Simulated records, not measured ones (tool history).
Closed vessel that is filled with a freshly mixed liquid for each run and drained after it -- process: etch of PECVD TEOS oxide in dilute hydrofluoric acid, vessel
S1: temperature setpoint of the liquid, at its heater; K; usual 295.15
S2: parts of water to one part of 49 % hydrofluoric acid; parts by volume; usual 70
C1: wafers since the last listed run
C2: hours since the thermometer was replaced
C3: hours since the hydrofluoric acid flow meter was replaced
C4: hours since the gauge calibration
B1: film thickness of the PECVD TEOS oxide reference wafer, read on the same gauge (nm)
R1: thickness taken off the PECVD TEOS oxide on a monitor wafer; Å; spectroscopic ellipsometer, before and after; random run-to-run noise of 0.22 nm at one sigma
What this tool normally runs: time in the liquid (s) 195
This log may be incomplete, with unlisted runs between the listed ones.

run 1 day=0.000 | S1=295.15 S2=100 time_in_the_liquid_(s)=280 | C1=0 C2=493.5 C3=9.9 C4=1340.2 | B1=50.01 | R1=392.5
run 2 day=2.342 | S1=295.15 S2=100 time_in_the_liquid_(s)=280 | C1=3164 C2=549.7 C3=66.1 C4=1396.4 | B1=49.96 | R1=397.7
-- day=2.746 thermometer replaced
run 3 day=3.621 | S1=298.65 S2=70 time_in_the_liquid_(s)=115 | C1=1672 C2=21.0 C3=96.8 C4=1427.1 | B1=50.04 | R1=258.9
run 4 day=6.308 | S1=298.65 S2=70 time_in_the_liquid_(s)=115 | C1=3631 C2=85.5 C3=161.3 C4=1491.6 | B1=50.02 | R1=263.2
run 5 day=7.396 | S1=293.65 S2=70 time_in_the_liquid_(s)=125 | C1=1469 C2=111.6 C3=187.4 C4=1517.7 | B1=50.00 | R1=235.1
run 6 day=8.929 | S1=293.65 S2=70 time_in_the_liquid_(s)=125 | C1=2071 C2=148.4 C3=224.2 C4=1554.5 | B1=49.99 | R1=235.3
run 7 day=11.254 | S1=293.65 S2=70 time_in_the_liquid_(s)=125 | C1=3141 C2=204.2 C3=280.0 C4=1610.3 | B1=49.99 | R1=235.2
-- day=11.883 gauge calibrated
run 8 day=12.892 | S1=291.65 S2=70 time_in_the_liquid_(s)=195 | C1=2212 C2=243.5 C3=319.3 C4=24.2 | B1=50.00 | R1=339.8
run 9 day=14.196 | S1=297.65 S2=70 time_in_the_liquid_(s)=195 | C1=1762 C2=274.8 C3=350.6 C4=55.5 | B1=49.99 | R1=441.9
run 10 day=15.375 | S1=291.65 S2=70 time_in_the_liquid_(s)=130 | C1=1593 C2=303.1 C3=378.9 C4=83.8 | B1=49.99 | R1=228.8
run 11 day=16.738 | S1=297.15 S2=100 time_in_the_liquid_(s)=130 | C1=1841 C2=335.8 C3=411.6 C4=116.5 | B1=50.02 | R1=192.5
run 12 day=17.812 | S1=291.65 S2=70 time_in_the_liquid_(s)=160 | C1=1452 C2=361.6 C3=437.4 C4=142.3 | B1=50.01 | R1=286.0
run 13 day=19.121 | S1=293.65 S2=95 time_in_the_liquid_(s)=305 | C1=1767 C2=393.0 C3=468.8 C4=173.7 | B1=50.02 | R1=419.2
run 14 day=20.829 | S1=295.15 S2=70 time_in_the_liquid_(s)=305 | C1=2308 C2=434.0 C3=509.8 C4=214.7 | B1=49.96 | R1=636.3
run 15 day=22.742 | S1=295.15 S2=60 time_in_the_liquid_(s)=115 | C1=2584 C2=479.9 C3=555.7 C4=260.6 | B1=50.00 | R1=283.2
run 16 day=24.117 | S1=297.15 S2=70 time_in_the_liquid_(s)=265 | C1=1858 C2=512.9 C3=588.7 C4=293.6 | B1=50.02 | R1=603.5
run 17 day=25.558 | S1=295.15 S2=70 time_in_the_liquid_(s)=195 | C1=1948 C2=547.5 C3=623.3 C4=328.2 | B1=49.97 | R1=410.5
run 18 day=28.200 | S1=296.65 S2=95 time_in_the_liquid_(s)=230 | C1=3569 C2=610.9 C3=686.7 C4=391.6 | B1=50.00 | R1=371.1
-- day=29.379 thermometer replaced
run 19 day=29.683 | S1=296.65 S2=90 time_in_the_liquid_(s)=230 | C1=1948 C2=7.3 C3=722.3 C4=427.2 | B1=50.01 | R1=360.8
run 20 day=31.762 | S1=291.15 S2=40 time_in_the_liquid_(s)=295 | C1=2809 C2=57.2 C3=772.2 C4=477.1 | B1=49.98 | R1=887.3
run 21 day=33.371 | S1=298.15 S2=70 time_in_the_liquid_(s)=260 | C1=2173 C2=95.8 C3=810.8 C4=515.7 | B1=50.03 | R1=575.7
run 22 day=36.317 | S1=295.15 S2=70 time_in_the_liquid_(s)=195 | C1=3980 C2=166.5 C3=881.5 C4=586.4 | B1=49.98 | R1=387.6
run 23 day=43.638 | S1=298.65 S2=70 time_in_the_liquid_(s)=115 | C1=9892 C2=342.2 C3=1057.2 C4=762.1 | B1=49.98 | R1=268.6
run 24 day=45.829 | S1=297.65 S2=55 time_in_the_liquid_(s)=155 | C1=2961 C2=394.8 C3=1109.8 C4=814.7 | B1=49.99 | R1=455.7
run 25 day=48.783 | S1=298.15 S2=70 time_in_the_liquid_(s)=245 | C1=3991 C2=465.7 C3=1180.7 C4=885.6 | B1=49.99 | R1=567.9
run 26 day=50.646 | S1=299.65 S2=90 time_in_the_liquid_(s)=195 | C1=2516 C2=510.4 C3=1225.4 C4=930.3 | B1=50.00 | R1=366.5
run 27 day=53.625 | S1=292.65 S2=70 time_in_the_liquid_(s)=245 | C1=4025 C2=581.9 C3=1296.9 C4=1001.8 | B1=50.01 | R1=466.6
run 28 day=55.308 | S1=293.65 S2=70 time_in_the_liquid_(s)=125 | C1=2274 C2=622.3 C3=1337.3 C4=1042.2 | B1=49.99 | R1=247.2
-- day=55.854 thermometer replaced
run 29 day=57.562 | S1=291.15 S2=55 time_in_the_liquid_(s)=120 | C1=2989 C2=41.0 C3=1391.4 C4=1096.3 | B1=49.96 | R1=260.1
run 30 day=59.367 | S1=293.15 S2=80 time_in_the_liquid_(s)=280 | C1=2437 C2=84.3 C3=1434.7 C4=1139.6 | B1=50.00 | R1=447.8
run 31 day=61.621 | S1=293.65 S2=85 time_in_the_liquid_(s)=195 | C1=3046 C2=138.4 C3=1488.8 C4=1193.7 | B1=50.03 | R1=299.0
run 32 day=64.062 | S1=295.15 S2=70 time_in_the_liquid_(s)=195 | C1=3299 C2=197.0 C3=1547.4 C4=1252.3 | B1=49.98 | R1=391.4
run 33 day=66.904 | S1=296.65 S2=55 time_in_the_liquid_(s)=155 | C1=3839 C2=265.2 C3=1615.6 C4=1320.5 | B1=50.01 | R1=436.7

Alternative continuations, all from the tool just after run 33; predict every row:
run A day=66.933 | S1=295.15 S2=70 time_in_the_liquid_(s)=195 | C1=39 C2=265.9 C3=1616.3 C4=1321.2 | B1=? | R1=?
run B day=66.933 | S1=298.15 S2=90 time_in_the_liquid_(s)=135 | C1=39 C2=265.9 C3=1616.3 C4=1321.2 | B1=? | R1=?
run C day=66.933 | S1=295.15 S2=40 time_in_the_liquid_(s)=280 | C1=39 C2=265.9 C3=1616.3 C4=1321.2 | B1=? | R1=?
run D day=66.933 | S1=299.15 S2=90 time_in_the_liquid_(s)=195 | C1=39 C2=265.9 C3=1616.3 C4=1321.2 | B1=? | R1=?

run=A B1=50.00 R1=395.1
run=B B1=50.00 R1=233.8
run=C B1=50.00 R1=1031.9
run=D B1=50.00 R1=351.2
Take away the tool's hidden state, keep each run's random variation, and the runs would have read:
run=A R1=379.4
run=B R1=224.9
run=C R1=989.9
run=D R1=337.9
